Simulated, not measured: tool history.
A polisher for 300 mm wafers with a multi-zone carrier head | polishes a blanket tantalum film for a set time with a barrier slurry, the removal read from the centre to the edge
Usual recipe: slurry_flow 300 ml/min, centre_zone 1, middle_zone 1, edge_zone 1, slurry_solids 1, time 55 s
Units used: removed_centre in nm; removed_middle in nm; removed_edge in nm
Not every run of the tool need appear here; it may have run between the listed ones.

| run | hour | slurry_flow | centre_zone | middle_zone | edge_zone | slurry_solids | time | incoming thickness of the incoming film, nm | removed_centre | removed_middle | removed_edge |
|---|---|---|---|---|---|---|---|---|---|---|---|
| 1 | 0 | 300 | 1 | 1 | 1 | 1 | 55 | 335.3 | 83.3 | 92.6 | 96.8 |
| 2 | 23 | 300 | 1 | 1 | 1 | 1 | 55 | 330.7 | 81.7 | 92.8 | 96 |
|  | 49.5 | worn pad replaced by a new one |
| 3 | 52.3 | 300 | 1 | 1 | 1 | 1 | 55 | 330.5 | 83.8 | 94.5 | 94.1 |
| 4 | 71.7 | 300 | 1 | 1 | 1 | 1 | 55 | 331.5 | 83.5 | 94.8 | 99.7 |
| 5 | 88.7 | 300 | 1 | 1 | 1 | 1 | 55 | 333.2 | 81.5 | 93.3 | 100.1 |
|  | 103.3 | edge zone pressure recalibrated |
| 6 | 116.1 | 300 | 1 | 1 | 1 | 1 | 55 | 329.4 | 82.1 | 93.7 | 96 |
|  | 139.1 | slurry nozzle cleaned |
| 7 | 141.9 | 380 | 1 | 1 | 1 | 0.9 | 55 | 326.8 | 80 | 92.6 | 94.7 |
| 8 | 176.4 | 300 | 1 | 1 | 1 | 1 | 74 | 323.9 | 106.5 | 122.6 | 121.9 |
|  | 197.4 | worn pad replaced by a new one |
| 9 | 203.2 | 300 | 1 | 1 | 1 | 1 | 67 | 326.4 | 99.4 | 114 | 117.8 |
| 10 | 219.9 | 335 | 1 | 1 | 1 | 0.8 | 55 | 322.6 | 76.6 | 88.4 | 90.9 |
|  | 275.6 | centre zone pressure recalibrated |
| 11 | 300.1 | 300 | 1 | 1 | 1 | 1 | 69 | 323.3 | 114.9 | 115.8 | 120.6 |
| 12 | 313.7 | 265 | 1 | 0.88 | 1 | 1.25 | 55 | 330.3 | 94.6 | 86.2 | 101.4 |
|  | 322 | worn pad replaced by a new one |
| 13 | 341.9 | 300 | 1 | 0.92 | 1.08 | 1 | 55 | 330 | 94.8 | 87.2 | 102.9 |
|  | 350.7 | carrier head's membrane replaced by a new one |
| 14 | 363.1 | 300 | 0.88 | 1 | 1.07 | 0.75 | 55 | 331.3 | 76.3 | 86 | 92.8 |
| 15 | 397.3 | 240 | 0.96 | 1 | 1.04 | 1 | 61 | 330.6 | 95.7 | 101.1 | 108 |
| 16 | 421.9 | 300 | 1 | 1 | 1 | 1 | 55 | 326.5 | 92.6 | 92 | 95.7 |
| 17 | 453.4 | 300 | 1 | 1 | 1 | 1 | 55 | 329.6 | 91.4 | 90.7 | 94.4 |
|  | 480.6 | worn pad replaced by a new one |
| 18 | 481.1 | 300 | 1 | 1 | 1 | 1 | 55 | 327.6 | 94.7 | 94.3 | 97.8 |
| 19 | 510.1 | 300 | 1 | 1 | 1 | 1 | 70 | 333 | 123 | 120.8 | 123.4 |
| 20 | 534.5 | 300 | 1 | 1 | 0.97 | 1 | 55 | 330.3 | 93.2 | 95.1 | 94.4 |

Predict each of these 5 candidate next runs independently; none follows another, all start after run 20:
| A | 534.9 | 345 | 1 | 1 | 1 | 1 | 55 | 332 | ? | ? | ? |
| B | 534.9 | 300 | 1 | 1 | 1 | 1 | 38 | 332 | ? | ? | ? |
| C | 534.9 | 215 | 1 | 1 | 1.12 | 1.15 | 55 | 332 | ? | ? | ? |
| D | 534.9 | 300 | 1.1 | 0.91 | 1 | 1 | 55 | 332 | ? | ? | ? |
| E | 534.9 | 355 | 1 | 1 | 1 | 1.2 | 55 | 332 | ? | ? | ? |

| run | removed_centre | removed_middle | removed_edge |
|---|---|---|---|
| A | 95.7 | 96.4 | 96.7 |
| B | 65.3 | 65.8 | 66.2 |
| C | 94.2 | 95.4 | 102.3 |
| D | 103.9 | 88 | 95.9 |
| E | 100.4 | 101.1 | 101.3 |
With the hidden condition removed and each run's random variation left untouched, the same runs would have given:
| run | removed_centre | removed_middle | removed_edge |
|---|---|---|---|
| A | 96.8 | 97.1 | 97.5 |
| B | 66 | 66.3 | 66.7 |
| C | 95.3 | 96.1 | 103.1 |
| D | 105.1 | 88.7 | 96.7 |
| E | 101.5 | 101.9 | 102.2 |
